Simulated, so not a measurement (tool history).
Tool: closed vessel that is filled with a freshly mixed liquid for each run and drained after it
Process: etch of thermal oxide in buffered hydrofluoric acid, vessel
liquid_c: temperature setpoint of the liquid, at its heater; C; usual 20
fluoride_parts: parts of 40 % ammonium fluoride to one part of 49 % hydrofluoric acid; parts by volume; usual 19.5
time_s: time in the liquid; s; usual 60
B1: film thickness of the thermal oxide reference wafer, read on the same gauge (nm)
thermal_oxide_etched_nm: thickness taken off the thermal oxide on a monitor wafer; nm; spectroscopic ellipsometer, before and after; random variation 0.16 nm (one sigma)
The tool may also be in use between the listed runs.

{"run": 1, "hour": 0.0, "liquid_c": 20, "fluoride_parts": 19.5, "time_s": 60, "B1": 70.02, "thermal_oxide_etched_nm": 29.92}
{"hour": 145.4, "done": "hydrofluoric acid flow meter replaced"}
{"run": 2, "hour": 157.8, "liquid_c": 20, "fluoride_parts": 19.5, "time_s": 60, "B1": 69.95, "thermal_oxide_etched_nm": 28.3}
{"run": 3, "hour": 183.9, "liquid_c": 20, "fluoride_parts": 19.5, "time_s": 60, "B1": 70.02, "thermal_oxide_etched_nm": 28.09}
{"run": 4, "hour": 225.0, "liquid_c": 20, "fluoride_parts": 19.5, "time_s": 60, "B1": 69.97, "thermal_oxide_etched_nm": 28.52}
{"run": 5, "hour": 261.5, "liquid_c": 20, "fluoride_parts": 19.5, "time_s": 60, "B1": 70, "thermal_oxide_etched_nm": 28.29}
{"run": 6, "hour": 315.4, "liquid_c": 20, "fluoride_parts": 19.5, "time_s": 60, "B1": 70.01, "thermal_oxide_etched_nm": 28.59}
{"hour": 338.0, "done": "gauge calibrated"}
{"run": 7, "hour": 366.2, "liquid_c": 20, "fluoride_parts": 19.5, "time_s": 60, "B1": 70, "thermal_oxide_etched_nm": 28.32}
{"run": 8, "hour": 436.3, "liquid_c": 20, "fluoride_parts": 19.5, "time_s": 60, "B1": 70.03, "thermal_oxide_etched_nm": 28.58}
{"run": 9, "hour": 480.5, "liquid_c": 21.5, "fluoride_parts": 17, "time_s": 80, "B1": 69.98, "thermal_oxide_etched_nm": 47.63}
{"run": 10, "hour": 539.1, "liquid_c": 25, "fluoride_parts": 24.5, "time_s": 50, "B1": 70, "thermal_oxide_etched_nm": 26.57}
{"run": 11, "hour": 587.5, "liquid_c": 20, "fluoride_parts": 19.5, "time_s": 40, "B1": 70.05, "thermal_oxide_etched_nm": 19.11}
{"run": 12, "hour": 619.1, "liquid_c": 18, "fluoride_parts": 12.5, "time_s": 50, "B1": 69.99, "thermal_oxide_etched_nm": 33.23}
{"run": 13, "hour": 665.3, "liquid_c": 21.5, "fluoride_parts": 12, "time_s": 95, "B1": 70, "thermal_oxide_etched_nm": 78.73}
{"run": 14, "hour": 708.5, "liquid_c": 23.5, "fluoride_parts": 11.5, "time_s": 60, "B1": 70.03, "thermal_oxide_etched_nm": 58.65}
{"run": 15, "hour": 750.3, "liquid_c": 20, "fluoride_parts": 24, "time_s": 50, "B1": 70.03, "thermal_oxide_etched_nm": 20.16}
{"run": 16, "hour": 805.5, "liquid_c": 20, "fluoride_parts": 13, "time_s": 60, "B1": 70.03, "thermal_oxide_etched_nm": 43.11}
{"run": 17, "hour": 849.1, "liquid_c": 18, "fluoride_parts": 25, "time_s": 60, "B1": 70.02, "thermal_oxide_etched_nm": 20.93}
{"run": 18, "hour": 900.3, "liquid_c": 20, "fluoride_parts": 15, "time_s": 35, "B1": 70, "thermal_oxide_etched_nm": 21.78}
{"hour": 946.5, "done": "hydrofluoric acid flow meter replaced"}
{"hour": 958.6, "done": "thermometer replaced"}
{"run": 19, "hour": 960.3, "liquid_c": 20, "fluoride_parts": 24, "time_s": 50, "B1": 70.04, "thermal_oxide_etched_nm": 20.93}
{"run": 20, "hour": 986.5, "liquid_c": 22.5, "fluoride_parts": 19.5, "time_s": 60, "B1": 70.03, "thermal_oxide_etched_nm": 33.49}
{"run": 21, "hour": 1055.2, "liquid_c": 20, "fluoride_parts": 14.5, "time_s": 60, "B1": 69.98, "thermal_oxide_etched_nm": 38.36}
{"run": 22, "hour": 1261.8, "liquid_c": 20, "fluoride_parts": 19.5, "time_s": 60, "B1": 70, "thermal_oxide_etched_nm": 29.08}
{"run": 23, "hour": 1289.8, "liquid_c": 18, "fluoride_parts": 17, "time_s": 50, "B1": 69.95, "thermal_oxide_etched_nm": 24.85}
{"run": 24, "hour": 1355.3, "liquid_c": 17, "fluoride_parts": 14, "time_s": 30, "B1": 70.03, "thermal_oxide_etched_nm": 17.07}
{"run": 25, "hour": 1383.6, "liquid_c": 20, "fluoride_parts": 19.5, "time_s": 60, "B1": 69.97, "thermal_oxide_etched_nm": 29.08}
{"run": 26, "hour": 1412.4, "liquid_c": 20, "fluoride_parts": 19.5, "time_s": 60, "B1": 69.99, "thermal_oxide_etched_nm": 29.36}
{"run": 27, "hour": 1444.3, "liquid_c": 20, "fluoride_parts": 26.5, "time_s": 80, "B1": 69.97, "thermal_oxide_etched_nm": 30.73}
{"run": 28, "hour": 1468.9, "liquid_c": 20, "fluoride_parts": 19.5, "time_s": 60, "B1": 70, "thermal_oxide_etched_nm": 29.02}
{"run": 29, "hour": 1511.1, "liquid_c": 20, "fluoride_parts": 19.5, "time_s": 60, "B1": 70, "thermal_oxide_etched_nm": 29.25}
{"run": 30, "hour": 1553.1, "liquid_c": 20, "fluoride_parts": 19.5, "time_s": 60, "B1": 70.01, "thermal_oxide_etched_nm": 29.36}
{"hour": 1587.6, "done": "hydrofluoric acid flow meter replaced"}
{"run": 31, "hour": 1596.9, "liquid_c": 20, "fluoride_parts": 22.5, "time_s": 60, "B1": 70.02, "thermal_oxide_etched_nm": 25.03}
{"run": 32, "hour": 1668.3, "liquid_c": 20, "fluoride_parts": 15, "time_s": 90, "B1": 69.99, "thermal_oxide_etched_nm": 54.51}

5 ways to go on from here, each from the tool as it stands after run 32. What would each give?
{"run": "A", "hour": 1669.0, "liquid_c": 23, "fluoride_parts": 19.5, "time_s": 60, "B1": "?", "thermal_oxide_etched_nm": "?"}
{"run": "B", "hour": 1669.0, "liquid_c": 20, "fluoride_parts": 19.5, "time_s": 75, "B1": "?", "thermal_oxide_etched_nm": "?"}
{"run": "C", "hour": 1669.0, "liquid_c": 20, "fluoride_parts": 25, "time_s": 60, "B1": "?", "thermal_oxide_etched_nm": "?"}
{"run": "D", "hour": 1669.0, "liquid_c": 17.5, "fluoride_parts": 23.5, "time_s": 30, "B1": "?", "thermal_oxide_etched_nm": "?"}
{"run": "E", "hour": 1669.0, "liquid_c": 20, "fluoride_parts": 19.5, "time_s": 70, "B1": "?", "thermal_oxide_etched_nm": "?"}

run=A B1=69.93 thermal_oxide_etched_nm=32.77
run=B B1=69.93 thermal_oxide_etched_nm=34.64
run=C B1=69.93 thermal_oxide_etched_nm=23.11
run=D B1=69.93 thermal_oxide_etched_nm=10.46
run=E B1=69.93 thermal_oxide_etched_nm=32.33
Without the tool's hidden state the same runs would have given:
run=A thermal_oxide_etched_nm=33.88
run=B thermal_oxide_etched_nm=35.84
run=C thermal_oxide_etched_nm=23.97
run=D thermal_oxide_etched_nm=10.86
run=E thermal_oxide_etched_nm=33.45
